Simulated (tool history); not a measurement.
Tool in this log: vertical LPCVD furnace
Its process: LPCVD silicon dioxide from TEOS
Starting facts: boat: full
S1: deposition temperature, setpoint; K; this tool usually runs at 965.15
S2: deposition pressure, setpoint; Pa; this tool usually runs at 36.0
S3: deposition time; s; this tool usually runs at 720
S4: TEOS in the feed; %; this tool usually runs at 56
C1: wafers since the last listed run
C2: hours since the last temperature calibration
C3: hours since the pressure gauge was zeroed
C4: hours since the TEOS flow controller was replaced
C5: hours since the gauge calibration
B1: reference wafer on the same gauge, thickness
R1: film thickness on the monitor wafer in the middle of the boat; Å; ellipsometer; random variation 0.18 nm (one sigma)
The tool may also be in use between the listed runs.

| run | hour | S1 | S2 | S3 | S4 | C1 | C2 | C3 | C4 | C5 | B1 | R1 |
|---|---|---|---|---|---|---|---|---|---|---|---|---|
| 1 | 0.0 | 965.15 | 36.0 | 720 | 64 | 0 | 4297.3 | 1615.1 | 5238.4 | 2860.8 | 51.51 | 680.8 |
| 2 | 93.0 | 965.15 | 36.0 | 900 | 56 | 960 | 4390.3 | 1708.1 | 5331.4 | 2953.8 | 51.49 | 794.7 |
|  | 130.5 | TEOS flow controller replaced |
| 3 | 142.9 | 965.15 | 36.0 | 900 | 56 | 267 | 4440.2 | 1758.0 | 12.4 | 3003.7 | 51.48 | 796.0 |
| 4 | 214.5 | 965.15 | 36.0 | 900 | 56 | 739 | 4511.8 | 1829.6 | 84.0 | 3075.3 | 51.45 | 794.7 |
| 5 | 297.0 | 965.15 | 36.0 | 720 | 56 | 852 | 4594.3 | 1912.1 | 166.5 | 3157.8 | 51.49 | 638.3 |
|  | 352.2 | thermocouples replaced and temperature profile calibrated |
| 6 | 394.6 | 965.15 | 36.0 | 720 | 56 | 760 | 42.4 | 2009.7 | 264.1 | 3255.4 | 51.53 | 638.1 |
| 7 | 432.5 | 965.15 | 34.0 | 720 | 56 | 391 | 80.3 | 2047.6 | 302.0 | 3293.3 | 51.53 | 619.3 |
|  | 475.8 | pressure gauge zeroed |
| 8 | 476.3 | 965.15 | 36.0 | 720 | 56 | 204 | 124.1 | 0.5 | 345.8 | 3337.1 | 51.49 | 621.3 |
| 9 | 512.4 | 965.15 | 36.0 | 720 | 56 | 372 | 160.2 | 36.6 | 381.9 | 3373.2 | 51.50 | 624.1 |
|  | 529.0 | gauge calibrated |
| 10 | 550.8 | 965.15 | 36.0 | 720 | 50 | 396 | 198.6 | 75.0 | 420.3 | 21.8 | 51.50 | 590.6 |
| 11 | 631.9 | 965.15 | 36.0 | 720 | 50 | 837 | 279.7 | 156.1 | 501.4 | 102.9 | 51.53 | 589.0 |
| 12 | 720.1 | 965.15 | 44.0 | 480 | 56 | 911 | 367.9 | 244.3 | 589.6 | 191.1 | 51.48 | 460.3 |
| 13 | 827.6 | 965.15 | 36.0 | 720 | 56 | 1110 | 475.4 | 351.8 | 697.1 | 298.6 | 51.50 | 627.7 |
| 14 | 924.8 | 974.15 | 36.0 | 900 | 64 | 1004 | 572.6 | 449.0 | 794.3 | 395.8 | 51.52 | 1033.6 |
| 15 | 1028.0 | 969.15 | 36.0 | 720 | 56 | 1065 | 675.8 | 552.2 | 897.5 | 499.0 | 51.53 | 689.0 |
| 16 | 1125.0 | 965.15 | 36.0 | 720 | 56 | 1001 | 772.8 | 649.2 | 994.5 | 596.0 | 51.49 | 629.0 |
| 17 | 1219.2 | 965.15 | 36.0 | 570 | 56 | 973 | 867.0 | 743.4 | 1088.7 | 690.2 | 51.50 | 497.4 |
| 18 | 1260.9 | 965.15 | 36.0 | 720 | 56 | 430 | 908.7 | 785.1 | 1130.4 | 731.9 | 51.50 | 626.3 |

Forecast run 19:
| 19 | 1308.1 | 965.15 | 38.0 | 720 | 56 | 487 | 955.9 | 832.3 | 1177.6 | 779.1 | ? | ? |

{"run 19": {"B1": 51.52, "R1": 646.0}}
The same run, on a tool lacking any hidden state, would have yielded R1 639.2 Å.
